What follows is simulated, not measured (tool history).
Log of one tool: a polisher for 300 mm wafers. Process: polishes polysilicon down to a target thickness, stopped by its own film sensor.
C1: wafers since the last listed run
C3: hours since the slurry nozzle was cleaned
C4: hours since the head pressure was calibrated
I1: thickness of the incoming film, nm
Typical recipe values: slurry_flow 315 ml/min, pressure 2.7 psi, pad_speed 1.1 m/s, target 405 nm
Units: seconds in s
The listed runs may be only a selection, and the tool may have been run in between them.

Run 1, hour 0: usual settings; C1 0; wafers polished on this pad 885; C3 292.9; C4 648.6; I1 982. Result: seconds 70.9 s.
Run 2, hour 27.8: usual settings; C1 199; wafers polished on this pad 1085; C3 320.7; C4 676.4; I1 1005.5. Result: seconds 71.4 s.
Run 3, hour 60.9: usual settings; C1 237; wafers polished on this pad 1322; C3 353.8; C4 709.5; I1 980.5. Result: seconds 73 s.
Run 4, hour 74.6: usual settings; C1 98; wafers polished on this pad 1421; C3 367.5; C4 723.2; I1 1006.3. Result: seconds 73.7 s.
Run 5, hour 89.1: usual settings; C1 104; wafers polished on this pad 1525; C3 382; C4 737.7; I1 1001.4. Result: seconds 73.6 s.
Run 6, hour 102.3: usual settings; C1 94; wafers polished on this pad 1619; C3 395.2; C4 750.9; I1 999.4. Result: seconds 75.7 s.
Run 7, hour 122.7: usual settings; C1 146; wafers polished on this pad 1766; C3 415.6; C4 771.3; I1 1002.2. Result: seconds 72.2 s.
Run 8, hour 144.8: usual settings; C1 158; wafers polished on this pad 1924; C3 437.7; C4 793.4; I1 980.4. Result: seconds 70.6 s.
At hour 162.7: worn pad replaced by a new one.
Run 9, hour 179.9: usual settings; C1 223; wafers polished on this pad 123; C3 472.8; C4 828.5; I1 1000. Result: seconds 74.1 s.
Run 10, hour 212.8: usual settings but target 555 nm; C1 235; wafers polished on this pad 359; C3 505.7; C4 861.4; I1 981.6. Result: seconds 52 s.
Run 11, hour 240: usual settings but target 555 nm; C1 195; wafers polished on this pad 554; C3 532.9; C4 888.6; I1 994.9. Result: seconds 54.2 s.
At hour 252.3: slurry nozzle cleaned.
Run 12, hour 270.1: usual settings; C1 208; wafers polished on this pad 763; C3 17.8; C4 918.7; I1 979.8. Result: seconds 71.1 s.
Run 13, hour 289.6: usual settings; C1 139; wafers polished on this pad 903; C3 37.3; C4 938.2; I1 969.6. Result: seconds 70 s.
Run 14, hour 355.4: usual settings; C1 471; wafers polished on this pad 1375; C3 103.1; C4 1004; I1 973.2. Result: seconds 74.7 s.
Run 15, hour 372.8: usual settings but slurry_flow 360 ml/min; C1 124; wafers polished on this pad 1499; C3 120.5; C4 1021.4; I1 995.9. Result: seconds 72.5 s.
At hour 398.3: worn pad replaced by a new one.
Run 16, hour 398.9: usual settings but pad_speed 1.36 m/s; C1 158; wafers polished on this pad 4; C3 146.6; C4 1047.5; I1 983.1. Result: seconds 60.5 s.
At hour 447.3: head pressure recalibrated.
Run 17, hour 499.5: usual settings but slurry_flow 405 ml/min; C1 707; wafers polished on this pad 711; C3 247.2; C4 52.2; I1 992. Result: seconds 69.7 s.
Run 18, hour 519.9: usual settings but slurry_flow 260 ml/min, target 346 nm; C1 146; wafers polished on this pad 857; C3 267.6; C4 72.6; I1 1009.2. Result: seconds 81.1 s.
Run 19, hour 552.1: usual settings; C1 230; wafers polished on this pad 1088; C3 299.8; C4 104.8; I1 995.1. Result: seconds 68 s.
Run 20, hour 584: usual settings; C1 228; wafers polished on this pad 1317; C3 331.7; C4 136.7; I1 989.1. Result: seconds 68.4 s.
Run 21, hour 620: usual settings; C1 258; wafers polished on this pad 1575; C3 367.7; C4 172.7; I1 989.1. Result: seconds 69.3 s.
Run 22, hour 648.1: usual settings but slurry_flow 275 ml/min; C1 201; wafers polished on this pad 1777; C3 395.8; C4 200.8; I1 981.4. Result: seconds 68.7 s.
At hour 670.4: worn pad replaced by a new one.
Run 23, hour 670.9: usual settings but slurry_flow 275 ml/min, target 265 nm; C1 134; wafers polished on this pad 3; C3 418.6; C4 223.6; I1 983.7. Result: seconds 85.4 s.
Run 24, hour 692.4: usual settings but slurry_flow 345 ml/min, pressure 3.6 psi, pad_speed 0.78 m/s; C1 154; wafers polished on this pad 157; C3 440.1; C4 245.1; I1 979.4. Result: seconds 72.9 s.
Run 25, hour 707.8: usual settings; C1 110; wafers polished on this pad 268; C3 455.5; C4 260.5; I1 998.1. Result: seconds 69.6 s.
Run 26, hour 741.7: usual settings but pressure 3 psi, pad_speed 1.38 m/s; C1 243; wafers polished on this pad 511; C3 489.4; C4 294.4; I1 980.6. Result: seconds 52.2 s.
Run 27, hour 808.7: usual settings but pressure 3.6 psi, pad_speed 0.74 m/s; C1 480; wafers polished on this pad 991; C3 556.4; C4 361.4; I1 992.2. Result: seconds 78 s.
At hour 811.6: slurry nozzle cleaned.
Run 28, hour 844.3: usual settings but slurry_flow 400 ml/min, pressure 3.5 psi, pad_speed 0.98 m/s; C1 248; wafers polished on this pad 1240; C3 32.7; C4 397; I1 1003.4. Result: seconds 61.9 s.
Run 29, hour 860.1: usual settings but slurry_flow 420 ml/min, pad_speed 1.22 m/s, target 267 nm; C1 113; wafers polished on this pad 1353; C3 48.5; C4 412.8; I1 1007.5. Result: seconds 76.9 s.
Run 30, hour 873.3: usual settings but target 537 nm; C1 94; wafers polished on this pad 1448; C3 61.7; C4 426; I1 976.6. Result: seconds 50.8 s.
Run 31, hour 889.3: usual settings but pressure 3.5 psi, target 339 nm; C1 114; wafers polished on this pad 1562; C3 77.7; C4 442; I1 980.6. Result: seconds 61.7 s.
Run 32, hour 910.7: usual settings; C1 153; wafers polished on this pad 1716; C3 99.1; C4 463.4; I1 992.3. Result: seconds 71.6 s.
At hour 966.6: worn pad replaced by a new one.
Run 33, hour 1009.6: usual settings but slurry_flow 390 ml/min, pressure 1.9 psi, pad_speed 1.48 m/s, target 607 nm; C1 680; wafers polished on this pad 308; C3 198; C4 562.3; I1 993.4. Result: seconds 42.8 s.
Run 34, hour 1034: usual settings but pressure 2.3 psi, target 320 nm; C1 175; wafers polished on this pad 483; C3 222.4; C4 586.7; I1 980.6. Result: seconds 86.4 s.
Run 35, hour 1085.6: usual settings but pressure 3.4 psi, pad_speed 0.88 m/s, target 321 nm; C1 370; wafers polished on this pad 853; C3 274; C4 638.3; I1 996.9. Result: seconds 84.5 s.
Run 36, hour 1121.3: usual settings but slurry_flow 380 ml/min, pressure 3 psi, pad_speed 1.2 m/s; C1 256; wafers polished on this pad 1109; C3 309.7; C4 674; I1 976.4. Result: seconds 61 s.
Run 37, hour 1153.9: usual settings; C1 233; wafers polished on this pad 1343; C3 342.3; C4 706.6; I1 978.8. Result: seconds 70.3 s.

The logged runs with the hidden state left out (each run's random variation unchanged):
Hidden state present: removal rate lost through wear of the pad, %; slurry flow missing at the pad, %; deviation of the head's pressure from its setpoint, %.
run  seconds
  1     69.1
  2     69.5
  3     70.9
  4     71.5
  5     71.3
  6     73.2
  7     69.7
  8       68
  9     71.2
 10     49.9
 11     51.8
 12     67.7
 13     66.6
 14     70.6
 15     68.3
 16     56.9
 17     70.7
 18     82.2
 19     68.9
 20     69.3
 21     70.1
 22     69.5
 23     86.3
 24     73.7
 25     70.3
 26     52.7
 27     78.6
 28     62.3
 29     77.3
 30     51.1
 31     61.9
 32     71.8
 33     42.7
 34     86.1
 35     83.9
 36     60.4
 37     69.5

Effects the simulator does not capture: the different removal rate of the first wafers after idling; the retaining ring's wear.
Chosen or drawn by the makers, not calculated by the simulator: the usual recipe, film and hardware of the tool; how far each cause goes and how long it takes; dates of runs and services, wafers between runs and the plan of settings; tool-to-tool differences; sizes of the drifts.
